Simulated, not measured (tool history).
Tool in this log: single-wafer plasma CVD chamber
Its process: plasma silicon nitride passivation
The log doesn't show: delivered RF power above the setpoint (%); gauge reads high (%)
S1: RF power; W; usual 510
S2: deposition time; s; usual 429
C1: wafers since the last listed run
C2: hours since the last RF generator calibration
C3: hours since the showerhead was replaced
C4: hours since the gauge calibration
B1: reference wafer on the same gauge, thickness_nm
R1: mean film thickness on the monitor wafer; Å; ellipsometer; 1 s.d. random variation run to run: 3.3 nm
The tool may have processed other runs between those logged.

run,hour,S1,S2,C1,C2,C3,C4,B1,R1
1,0,510,429,0,815.2,4865.4,216.4,692.811,6854.93
2,51.2,510,429,305,866.4,4916.6,267.6,692.242,6820.74
3,87,510,429,213,902.2,4952.4,303.4,693.544,6768.83
4,127.2,510,429,239,942.4,4992.6,343.6,695.327,6736.11
5,195,510,429,404,1010.2,5060.4,411.4,692.272,6833.96
6,255.7,510,479,361,1070.9,5121.1,472.1,693.65,7587.8
7,297.8,510,429,250,1113,5163.2,514.2,693.259,6842.55
8,327.5,510,429,177,1142.7,5192.9,543.9,692.336,6896.7
9,391.6,510,429,382,1206.8,5257,608,692.932,6811.54
10,445.2,510,429,319,1260.4,5310.6,661.6,692.294,6786.23
11,479.1,510,429,202,1294.3,5344.5,695.5,693.345,6869.78

Forecast run 12:
# hour 532.3: showerhead replaced
12,543.3,480,343,335,1358.5,11,759.7,?,?

B1: 691.9
R1: 5349.18 Å
Minus the tool's unlogged condition, the same run would have read R1 5349.18 Å.
